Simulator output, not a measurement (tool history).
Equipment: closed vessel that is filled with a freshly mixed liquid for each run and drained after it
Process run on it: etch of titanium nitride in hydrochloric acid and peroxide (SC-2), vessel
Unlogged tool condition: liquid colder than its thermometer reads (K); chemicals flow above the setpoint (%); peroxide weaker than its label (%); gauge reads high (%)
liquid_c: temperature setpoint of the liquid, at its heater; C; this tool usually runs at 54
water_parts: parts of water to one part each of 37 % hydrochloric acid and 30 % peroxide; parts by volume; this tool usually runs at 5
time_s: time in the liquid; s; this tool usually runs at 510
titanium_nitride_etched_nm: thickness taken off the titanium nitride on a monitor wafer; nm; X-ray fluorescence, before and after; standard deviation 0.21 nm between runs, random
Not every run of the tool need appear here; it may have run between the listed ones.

run	hour	liquid_c	water_parts	time_s	wafers since the last listed run	hours since the thermometer was replaced	hours since the chemicals flow meter was replaced	hours since the drum of peroxide was connected	hours since the gauge calibration	read-back film thickness of the titanium nitride reference wafer, read on the same gauge (nm)	titanium_nitride_etched_nm
1	0	48	5	510	0	2208.7	649.5	447.3	24	100.01	29.06
2	6.5	48	5	510	545	2215.2	656	453.8	30.5	99.98	29.3
3	17.8	48	5	510	949	2226.5	667.3	465.1	41.8	99.97	29.19
4	28.5	54	5	510	898	2237.2	678	475.8	52.5	100.01	43.48
5	35.2	54	5	510	562	2243.9	684.7	482.5	59.2	99.97	43.84
6	43.1	54	5	510	663	2251.8	692.6	490.4	67.1	99.95	44.12
7	52.9	54	5	510	823	2261.6	702.4	500.2	76.9	100.02	44.06
8	64.8	54	5	510	999	2273.5	714.3	512.1	88.8	100.01	43.78
9	71.5	54	5	510	562	2280.2	721	518.8	95.5	100	43.67
10	81	54	5	510	797	2289.7	730.5	528.3	105	100.01	43.65
# hour 89.8: chemicals flow meter replaced
11	93.1	54	5	510	932	2301.8	3.3	540.4	117.1	99.96	41.44
12	107.8	54	5	510	1234	2316.5	18	555.1	131.8	100	40.8
13	119.5	51.5	5	510	982	2328.2	29.7	566.8	143.5	100.06	34.49
14	132.8	51	4	805	1117	2341.5	43	580.1	156.8	99.98	62.61
# hour 143.5: thermometer replaced
15	146.6	54	4	510	1075	3.1	56.8	593.9	170.6	99.99	47.86
# hour 152.9: new drum of peroxide connected
# hour 155.9: gauge calibrated
16	158.5	60	4	780	915	15	68.7	5.6	2.6	99.98	107.69
17	175.7	54	5	510	1444	32.2	85.9	22.8	19.8	99.97	41.29
18	186	54	5	510	865	42.5	96.2	33.1	30.1	100	41.21
19	200.3	45	4	510	1201	56.8	110.5	47.4	44.4	100.02	26.16
20	218	61.5	5	510	1486	74.5	128.2	65.1	62.1	99.99	66.72
21	230.2	62.5	5	340	1024	86.7	140.4	77.3	74.3	99.99	47.63
22	244.1	46.5	7	510	1167	100.6	154.3	91.2	88.2	100.02	19.72
23	256.8	54	5	425	1066	113.3	167	103.9	100.9	99.99	34.53
24	269.1	49	5	510	1033	125.6	179.3	116.2	113.2	100	29.93
25	275.5	49.5	4	660	537	132	185.7	122.6	119.6	100	46.75

Forecast run 26:
26	289.7	54	4.5	750	1192	146.2	199.9	136.8	133.8	?	?

Run 26 came out at read-back film thickness of the titanium nitride reference wafer, read on the same gauge (nm) 100.02, titanium_nitride_etched_nm 66.01 nm.
Without the tool's hidden state the same run would have given titanium_nitride_etched_nm 64.43 nm.

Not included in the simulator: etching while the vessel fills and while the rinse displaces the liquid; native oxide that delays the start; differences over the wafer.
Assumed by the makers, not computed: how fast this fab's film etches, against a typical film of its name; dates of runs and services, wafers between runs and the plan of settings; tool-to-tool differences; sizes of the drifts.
